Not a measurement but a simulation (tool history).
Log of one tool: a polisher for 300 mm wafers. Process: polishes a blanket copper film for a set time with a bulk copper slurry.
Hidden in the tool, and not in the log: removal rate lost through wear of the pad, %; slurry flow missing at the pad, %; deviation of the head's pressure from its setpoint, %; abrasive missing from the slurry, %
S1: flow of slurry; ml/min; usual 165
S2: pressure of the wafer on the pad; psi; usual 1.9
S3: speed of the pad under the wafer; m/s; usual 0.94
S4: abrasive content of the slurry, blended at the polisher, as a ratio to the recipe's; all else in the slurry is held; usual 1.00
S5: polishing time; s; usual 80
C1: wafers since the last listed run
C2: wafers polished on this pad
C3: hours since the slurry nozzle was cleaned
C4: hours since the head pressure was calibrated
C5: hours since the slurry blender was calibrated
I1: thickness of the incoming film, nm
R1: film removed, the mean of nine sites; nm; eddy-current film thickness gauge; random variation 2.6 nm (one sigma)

run,hour,S1,S2,S3,S4,S5,C1,C2,C3,C4,C5,I1,R1
1,0.0,165,1.9,0.94,1.00,80,0,497,200.0,292.2,87.8,2151.2,429.9
2,38.1,165,1.9,0.94,1.00,80,408,905,238.1,330.3,125.9,2160.6,423.8
# hour 186.6: head pressure recalibrated
3,199.6,165,1.9,0.94,1.00,80,1709,2614,399.6,13.0,287.4,2142.0,419.9
4,269.9,165,1.9,0.94,1.00,80,753,3368,469.9,83.3,357.7,2138.5,414.8
# hour 325.4: slurry nozzle cleaned
5,335.8,165,1.9,0.94,1.00,80,695,4063,10.4,149.2,423.6,2165.1,428.4
# hour 365.4: slurry blender recalibrated
6,375.5,165,1.9,0.76,1.00,80,404,4467,50.1,188.9,10.1,2169.8,376.6
# hour 387.6: worn pad replaced by a new one
7,427.3,165,1.9,0.76,1.00,80,512,425,101.9,240.7,61.9,2157.7,374.5
8,484.5,165,1.9,0.94,1.00,80,613,1038,159.1,297.9,119.1,2146.1,425.5
9,547.5,130,1.9,0.94,1.00,80,675,1714,222.1,360.9,182.1,2124.1,401.2
10,599.8,125,1.9,0.66,1.00,80,560,2274,274.4,413.2,234.4,2184.8,314.7
11,628.9,205,2.5,1.16,1.00,80,311,2586,303.5,442.3,263.5,2161.4,662.0
# hour 662.7: head pressure recalibrated
12,684.5,140,1.2,0.94,1.15,69,574,3160,359.1,21.8,319.1,2184.8,227.6
13,716.0,225,1.9,0.94,0.85,101,337,3498,390.6,53.3,350.6,2144.7,522.5
14,764.3,110,1.4,0.94,1.10,80,517,4016,438.9,101.6,398.9,2148.9,278.3
# hour 773.8: slurry nozzle cleaned
15,794.2,165,1.9,0.94,1.00,80,309,4325,20.4,131.5,428.8,2120.5,428.3
# hour 818.6: slurry blender recalibrated
# hour 846.7: worn pad replaced by a new one
16,926.0,190,1.9,1.16,1.20,80,1348,849,152.2,263.3,107.4,2112.6,534.6
17,953.9,165,1.9,0.94,1.00,80,299,1148,180.1,291.2,135.3,2148.6,425.8
18,1012.0,125,1.9,1.06,0.90,92,622,1771,238.2,349.3,193.4,2134.5,479.9
19,1050.1,165,1.9,0.94,1.00,80,408,2179,276.3,387.4,231.5,2150.5,426.8
20,1080.6,165,1.7,0.84,1.15,107,326,2506,306.8,417.9,262.0,2156.7,498.7
21,1126.5,165,1.9,0.94,1.00,80,491,2998,352.7,463.8,307.9,2140.4,419.5
22,1191.7,165,1.9,0.94,1.00,80,698,3697,417.9,529.0,373.1,2180.5,414.3
# hour 1243.3: head pressure recalibrated
23,1243.8,165,1.9,1.06,1.00,80,536,4234,470.0,0.5,425.2,2113.4,452.2
# hour 1278.8: slurry nozzle cleaned
# hour 1283.6: slurry blender recalibrated
24,1307.3,165,1.2,0.94,1.00,80,648,4882,28.5,64.0,23.7,2148.9,268.1
# hour 1329.9: worn pad replaced by a new one
25,1356.2,165,1.9,0.94,1.00,80,481,281,77.4,112.9,72.6,2137.9,428.0
26,1380.7,165,1.9,0.94,1.00,80,262,544,101.9,137.4,97.1,2126.0,427.0
27,1405.4,165,2.6,0.94,1.00,102,264,809,126.6,162.1,121.8,2172.1,741.7
28,1476.4,165,1.9,0.94,0.85,101,760,1569,197.6,233.1,192.8,2153.4,503.8
29,1530.6,165,1.9,0.94,1.00,80,580,2150,251.8,287.3,247.0,2122.0,420.8
30,1599.6,115,1.9,1.20,1.00,91,739,2890,320.8,356.3,316.0,2141.3,517.9
31,1630.2,120,1.9,1.02,0.90,80,327,3218,351.4,386.9,346.6,2124.3,391.4

Forecast each of these 3 alternatives for the next run:
A,1630.6,165,1.9,0.94,1.00,80,4,3222,351.8,387.3,347.0,2135.9,?
B,1630.6,165,1.9,0.94,0.90,80,4,3222,351.8,387.3,347.0,2135.9,?
C,1630.6,165,1.3,1.24,1.00,80,4,3222,351.8,387.3,347.0,2135.9,?

run,R1
A,418.3
B,402.9
C,346.9
Without the tool's hidden state the same runs would have given:
run,R1
A,433.7
B,417.6
C,359.6

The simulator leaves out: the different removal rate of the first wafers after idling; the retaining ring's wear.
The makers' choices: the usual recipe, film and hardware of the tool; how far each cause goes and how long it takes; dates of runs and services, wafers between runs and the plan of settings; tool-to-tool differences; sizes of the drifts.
